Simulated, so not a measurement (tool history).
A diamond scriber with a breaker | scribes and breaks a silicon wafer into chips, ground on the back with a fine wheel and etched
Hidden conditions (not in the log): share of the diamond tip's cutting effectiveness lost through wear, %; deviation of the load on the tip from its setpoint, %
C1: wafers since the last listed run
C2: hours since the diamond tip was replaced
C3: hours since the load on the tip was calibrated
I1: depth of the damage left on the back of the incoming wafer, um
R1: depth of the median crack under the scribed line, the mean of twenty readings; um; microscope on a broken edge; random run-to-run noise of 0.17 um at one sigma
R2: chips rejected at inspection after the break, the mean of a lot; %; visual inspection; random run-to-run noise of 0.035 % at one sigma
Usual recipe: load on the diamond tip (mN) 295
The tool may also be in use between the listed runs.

Run 1, hour 0.0: usual settings; C1 0; C2 973.3; C3 359.2; I1 0.73. Result: R1 11.14 um, R2 1.45 %.
Run 2, hour 8.6: usual settings; C1 16; C2 981.9; C3 367.8; I1 0.37. Result: R1 10.86 um, R2 1.71 %.
Run 3, hour 46.3: usual settings but load on the diamond tip (mN) 229; C1 71; C2 1019.6; C3 405.5; I1 0.74. Result: R1 8.50 um, R2 12.92 %.
Run 4, hour 53.5: usual settings; C1 13; C2 1026.8; C3 412.7; I1 0.63. Result: R1 10.70 um, R2 2.31 %.
Run 5, hour 68.1: usual settings; C1 27; C2 1041.4; C3 427.3; I1 0.63. Result: R1 11.02 um, R2 2.27 %.
Run 6, hour 76.7: usual settings; C1 16; C2 1050.0; C3 435.9; I1 0.65. Result: R1 10.70 um, R2 1.88 %.
Run 7, hour 89.8: usual settings but load on the diamond tip (mN) 254; C1 25; C2 1063.1; C3 449.0; I1 0.71. Result: R1 9.39 um, R2 8.10 %.
Run 8, hour 106.7: usual settings but load on the diamond tip (mN) 254; C1 32; C2 1080.0; C3 465.9; I1 0.30. Result: R1 9.30 um, R2 8.67 %.
Run 9, hour 118.6: usual settings but load on the diamond tip (mN) 254; C1 22; C2 1091.9; C3 477.8; I1 0.33. Result: R1 9.33 um, R2 7.32 %.
Run 10, hour 133.0: usual settings; C1 27; C2 1106.3; C3 492.2; I1 0.54. Result: R1 10.61 um, R2 2.65 %.
Run 11, hour 142.2: usual settings but load on the diamond tip (mN) 234; C1 17; C2 1115.5; C3 501.4; I1 0.36. Result: R1 8.41 um, R2 13.32 %.
Run 12, hour 151.6: usual settings but load on the diamond tip (mN) 241; C1 17; C2 1124.9; C3 510.8; I1 0.48. Result: R1 8.84 um, R2 12.55 %.
Run 13, hour 164.6: usual settings but load on the diamond tip (mN) 241; C1 24; C2 1137.9; C3 523.8; I1 0.35. Result: R1 8.58 um, R2 12.74 %.
Run 14, hour 171.4: usual settings; C1 12; C2 1144.7; C3 530.6; I1 0.51. Result: R1 10.22 um, R2 3.02 %.
Run 15, hour 186.9: usual settings; C1 29; C2 1160.2; C3 546.1; I1 0.36. Result: R1 10.35 um, R2 3.08 %.
Run 16, hour 199.2: usual settings but load on the diamond tip (mN) 252; C1 23; C2 1172.5; C3 558.4; I1 0.77. Result: R1 8.91 um, R2 10.69 %.
At hour 230.2: load on the tip recalibrated.
At hour 243.4: diamond tip replaced by a new one, of another model than before.
Run 17, hour 243.9: usual settings but load on the diamond tip (mN) 252; C1 77; C2 0.5; C3 13.7; I1 0.36. Result: R1 11.18 um, R2 1.14 %.
Run 18, hour 250.3: usual settings but load on the diamond tip (mN) 334; C1 12; C2 6.9; C3 20.1; I1 0.61. Result: R1 13.39 um, R2 0.75 %.
Run 19, hour 256.4: usual settings but load on the diamond tip (mN) 256; C1 11; C2 13.0; C3 26.2; I1 0.61. Result: R1 11.12 um, R2 1.23 %.
Run 20, hour 273.1: usual settings but load on the diamond tip (mN) 256; C1 31; C2 29.7; C3 42.9; I1 0.42. Result: R1 11.09 um, R2 1.18 %.
Run 21, hour 316.9: usual settings; C1 83; C2 73.5; C3 86.7; I1 0.56. Result: R1 12.04 um, R2 0.52 %.
Run 22, hour 323.5: usual settings but load on the diamond tip (mN) 329; C1 12; C2 80.1; C3 93.3; I1 0.69. Result: R1 12.50 um, R2 0.66 %.
Run 23, hour 333.4: usual settings but load on the diamond tip (mN) 249; C1 18; C2 90.0; C3 103.2; I1 0.52. Result: R1 10.83 um, R2 2.00 %.
Run 24, hour 347.2: usual settings but load on the diamond tip (mN) 368; C1 26; C2 103.8; C3 117.0; I1 0.78. Result: R1 13.64 um, R2 1.50 %.
Run 25, hour 360.6: usual settings but load on the diamond tip (mN) 333; C1 25; C2 117.2; C3 130.4; I1 0.67. Result: R1 12.91 um, R2 0.64 %.
Run 26, hour 371.7: usual settings; C1 21; C2 128.3; C3 141.5; I1 0.61. Result: R1 11.80 um, R2 0.55 %.
Run 27, hour 378.4: usual settings but load on the diamond tip (mN) 226; C1 12; C2 135.0; C3 148.2; I1 0.38. Result: R1 10.37 um, R2 2.96 %.
Run 28, hour 385.5: usual settings but load on the diamond tip (mN) 265; C1 13; C2 142.1; C3 155.3; I1 0.62. Result: R1 11.38 um, R2 1.22 %.
Run 29, hour 395.8: usual settings but load on the diamond tip (mN) 340; C1 19; C2 152.4; C3 165.6; I1 0.46. Result: R1 13.25 um, R2 0.63 %.
Run 30, hour 408.1: usual settings; C1 23; C2 164.7; C3 177.9; I1 0.45. Result: R1 11.75 um, R2 0.57 %.
Run 31, hour 421.7: usual settings but load on the diamond tip (mN) 219; C1 25; C2 178.3; C3 191.5; I1 0.76. Result: R1 9.85 um, R2 4.53 %.
Run 32, hour 444.3: usual settings; C1 43; C2 200.9; C3 214.1; I1 0.53. Result: R1 11.68 um, R2 0.68 %.
Run 33, hour 454.3: usual settings but load on the diamond tip (mN) 336; C1 19; C2 210.9; C3 224.1; I1 0.76. Result: R1 12.48 um, R2 0.56 %.
Run 34, hour 465.3: usual settings but load on the diamond tip (mN) 379; C1 20; C2 221.9; C3 235.1; I1 0.73. Result: R1 13.71 um, R2 1.39 %.
Run 35, hour 471.4: usual settings but load on the diamond tip (mN) 379; C1 11; C2 228.0; C3 241.2; I1 0.41. Result: R1 13.22 um, R2 1.43 %.
Run 36, hour 484.3: usual settings but load on the diamond tip (mN) 232; C1 24; C2 240.9; C3 254.1; I1 0.47. Result: R1 10.38 um, R2 3.28 %.
Run 37, hour 492.0: usual settings but load on the diamond tip (mN) 346; C1 14; C2 248.6; C3 261.8; I1 0.35. Result: R1 12.52 um, R2 0.65 %.
Run 38, hour 507.3: usual settings but load on the diamond tip (mN) 383; C1 29; C2 263.9; C3 277.1; I1 0.62. Result: R1 13.34 um, R2 1.27 %.
Run 39, hour 523.1: usual settings but load on the diamond tip (mN) 379; C1 30; C2 279.7; C3 292.9; I1 0.67. Result: R1 13.20 um, R2 1.35 %.
Run 40, hour 529.3: usual settings; C1 11; C2 285.9; C3 299.1; I1 0.46. Result: R1 11.70 um, R2 0.70 %.

For some of the steps in R1 from one run to the next: how much would appear even if the tool had no hidden state, given the settings, what came in and random variation, and how much remains for the hidden state plus any gauge scatter that the measured result and the result without hidden state don't share?
Run 2 -> 3: load on the diamond tip (mN) 295 -> 229. R1 -2.36 um: hidden state +0.17, all else -2.53.
Run 3 -> 4: load on the diamond tip (mN) 229 -> 295. R1 +2.20 um: hidden state -0.31, all else +2.51.
Run 10 -> 11: load on the diamond tip (mN) 295 -> 234. R1 -2.20 um: hidden state +0.32, all else -2.52.
Run 16 -> 17: load on the tip recalibrated, diamond tip replaced by a new one, of another model than before. R1 +2.27 um: hidden state +1.54, all else +0.73.
Run 23 -> 24: load on the diamond tip (mN) 249 -> 368. R1 +2.81 um: hidden state -0.09, all else +2.90.
Run 35 -> 36: load on the diamond tip (mN) 379 -> 232. R1 -2.84 um: hidden state +0.10, all else -2.94.
